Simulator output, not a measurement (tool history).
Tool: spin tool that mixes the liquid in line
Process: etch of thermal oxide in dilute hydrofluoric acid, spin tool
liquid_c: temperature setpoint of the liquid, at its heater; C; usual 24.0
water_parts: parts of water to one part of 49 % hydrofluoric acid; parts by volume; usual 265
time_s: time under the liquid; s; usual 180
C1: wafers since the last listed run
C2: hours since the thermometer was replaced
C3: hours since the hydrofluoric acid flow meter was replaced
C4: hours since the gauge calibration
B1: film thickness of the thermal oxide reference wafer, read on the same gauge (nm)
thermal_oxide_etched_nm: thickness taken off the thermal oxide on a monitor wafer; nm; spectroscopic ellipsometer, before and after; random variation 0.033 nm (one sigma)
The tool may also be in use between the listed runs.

Run 1, hour 0.0: usual settings; C1 0; C2 2763.8; C3 838.8; C4 61.8; B1 120.007. Result: thermal_oxide_etched_nm 2.826 nm.
Run 2, hour 21.1: usual settings; C1 187; C2 2784.9; C3 859.9; C4 82.9; B1 120.000. Result: thermal_oxide_etched_nm 2.878 nm.
Run 3, hour 34.8: usual settings; C1 121; C2 2798.6; C3 873.6; C4 96.6; B1 120.027. Result: thermal_oxide_etched_nm 2.795 nm.
Run 4, hour 61.7: usual settings but time_s 135 s; C1 238; C2 2825.5; C3 900.5; C4 123.5; B1 119.987. Result: thermal_oxide_etched_nm 2.061 nm.
Run 5, hour 83.8: usual settings; C1 195; C2 2847.6; C3 922.6; C4 145.6; B1 119.990. Result: thermal_oxide_etched_nm 2.869 nm.
Run 6, hour 106.4: usual settings but time_s 125 s; C1 200; C2 2870.2; C3 945.2; C4 168.2; B1 119.989. Result: thermal_oxide_etched_nm 2.017 nm.
Run 7, hour 121.2: usual settings; C1 131; C2 2885.0; C3 960.0; C4 183.0; B1 120.001. Result: thermal_oxide_etched_nm 2.822 nm.
Run 8, hour 141.2: usual settings; C1 177; C2 2905.0; C3 980.0; C4 203.0; B1 120.022. Result: thermal_oxide_etched_nm 2.885 nm.
Run 9, hour 175.2: usual settings; C1 301; C2 2939.0; C3 1014.0; C4 237.0; B1 119.988. Result: thermal_oxide_etched_nm 2.818 nm.
Run 10, hour 206.5: usual settings; C1 277; C2 2970.3; C3 1045.3; C4 268.3; B1 120.012. Result: thermal_oxide_etched_nm 2.862 nm.
Run 11, hour 234.8: usual settings; C1 250; C2 2998.6; C3 1073.6; C4 296.6; B1 119.977. Result: thermal_oxide_etched_nm 2.898 nm.
Run 12, hour 250.6: usual settings; C1 140; C2 3014.4; C3 1089.4; C4 312.4; B1 119.973. Result: thermal_oxide_etched_nm 2.855 nm.
Run 13, hour 264.6: usual settings; C1 124; C2 3028.4; C3 1103.4; C4 326.4; B1 120.011. Result: thermal_oxide_etched_nm 2.908 nm.
Run 14, hour 295.9: usual settings; C1 277; C2 3059.7; C3 1134.7; C4 357.7; B1 120.003. Result: thermal_oxide_etched_nm 2.823 nm.
Run 15, hour 315.8: usual settings; C1 176; C2 3079.6; C3 1154.6; C4 377.6; B1 119.982. Result: thermal_oxide_etched_nm 2.929 nm.
Run 16, hour 328.9: usual settings but liquid_c 27.5 C, water_parts 330 parts by volume, time_s 110 s; C1 116; C2 3092.7; C3 1167.7; C4 390.7; B1 120.027. Result: thermal_oxide_etched_nm 1.493 nm.
At hour 335.1: thermometer replaced.
Run 17, hour 343.7: usual settings but liquid_c 20.0 C, water_parts 140 parts by volume, time_s 140 s; C1 122; C2 8.6; C3 1182.5; C4 405.5; B1 120.010. Result: thermal_oxide_etched_nm 4.089 nm.
Run 18, hour 376.9: usual settings but liquid_c 19.5 C, water_parts 175 parts by volume, time_s 95 s; C1 294; C2 41.8; C3 1215.7; C4 438.7; B1 120.000. Result: thermal_oxide_etched_nm 2.179 nm.
Run 19, hour 405.1: usual settings but liquid_c 25.5 C, water_parts 140 parts by volume; C1 249; C2 70.0; C3 1243.9; C4 466.9; B1 119.999. Result: thermal_oxide_etched_nm 6.613 nm.
Run 20, hour 421.0: usual settings but time_s 135 s; C1 140; C2 85.9; C3 1259.8; C4 482.8; B1 119.982. Result: thermal_oxide_etched_nm 2.194 nm.
Run 21, hour 454.9: usual settings but liquid_c 28.5 C, water_parts 375 parts by volume, time_s 135 s; C1 300; C2 119.8; C3 1293.7; C4 516.7; B1 119.975. Result: thermal_oxide_etched_nm 1.673 nm.
At hour 471.2: gauge calibrated.
Run 22, hour 484.6: usual settings but water_parts 150 parts by volume, time_s 250 s; C1 263; C2 149.5; C3 1323.4; C4 13.4; B1 119.993. Result: thermal_oxide_etched_nm 8.054 nm.
At hour 490.5: hydrofluoric acid flow meter replaced.
Run 23, hour 535.1: usual settings but liquid_c 27.5 C, water_parts 325 parts by volume, time_s 210 s; C1 438; C2 200.0; C3 44.6; C4 63.9; B1 120.001. Result: thermal_oxide_etched_nm 2.662 nm.
Run 24, hour 558.8: usual settings; C1 210; C2 223.7; C3 68.3; C4 87.6; B1 119.995. Result: thermal_oxide_etched_nm 2.615 nm.
Run 25, hour 581.8: usual settings; C1 203; C2 246.7; C3 91.3; C4 110.6; B1 119.987. Result: thermal_oxide_etched_nm 2.623 nm.
Run 26, hour 610.9: usual settings but water_parts 150 parts by volume, time_s 250 s; C1 257; C2 275.8; C3 120.4; C4 139.7; B1 119.986. Result: thermal_oxide_etched_nm 7.332 nm.
Run 27, hour 635.7: usual settings but water_parts 340 parts by volume; C1 219; C2 300.6; C3 145.2; C4 164.5; B1 119.993. Result: thermal_oxide_etched_nm 1.916 nm.
Run 28, hour 670.0: usual settings but liquid_c 19.0 C, water_parts 340 parts by volume; C1 304; C2 334.9; C3 179.5; C4 198.8; B1 119.996. Result: thermal_oxide_etched_nm 1.598 nm.

Forecast each of these 5 alternatives for the next run:
Run A, hour 670.5: usual settings but water_parts 160 parts by volume; C1 4; C2 335.4; C3 180.0; C4 199.3; B1 ?. Result: thermal_oxide_etched_nm ?.
Run B, hour 670.5: usual settings but water_parts 195 parts by volume, time_s 235 s; C1 4; C2 335.4; C3 180.0; C4 199.3; B1 ?. Result: thermal_oxide_etched_nm ?.
Run C, hour 670.5: usual settings but water_parts 375 parts by volume, time_s 135 s; C1 4; C2 335.4; C3 180.0; C4 199.3; B1 ?. Result: thermal_oxide_etched_nm ?.
Run D, hour 670.5: usual settings but liquid_c 20.5 C, water_parts 145 parts by volume, time_s 105 s; C1 4; C2 335.4; C3 180.0; C4 199.3; B1 ?. Result: thermal_oxide_etched_nm ?.
Run E, hour 670.5: usual settings but liquid_c 20.5 C, water_parts 365 parts by volume; C1 4; C2 335.4; C3 180.0; C4 199.3; B1 ?. Result: thermal_oxide_etched_nm ?.

run       B1  thermal_oxide_etched_nm
  A  120.016                    4.847
  B  120.016                    5.000
  C  120.016                    1.255
  D  120.016                    2.766
  E  120.016                    1.537
Without the tool's hidden state the same runs would have given:
run  thermal_oxide_etched_nm
  A                    4.671
  B                    4.814
  C                    1.203
  D                    2.668
  E                    1.476

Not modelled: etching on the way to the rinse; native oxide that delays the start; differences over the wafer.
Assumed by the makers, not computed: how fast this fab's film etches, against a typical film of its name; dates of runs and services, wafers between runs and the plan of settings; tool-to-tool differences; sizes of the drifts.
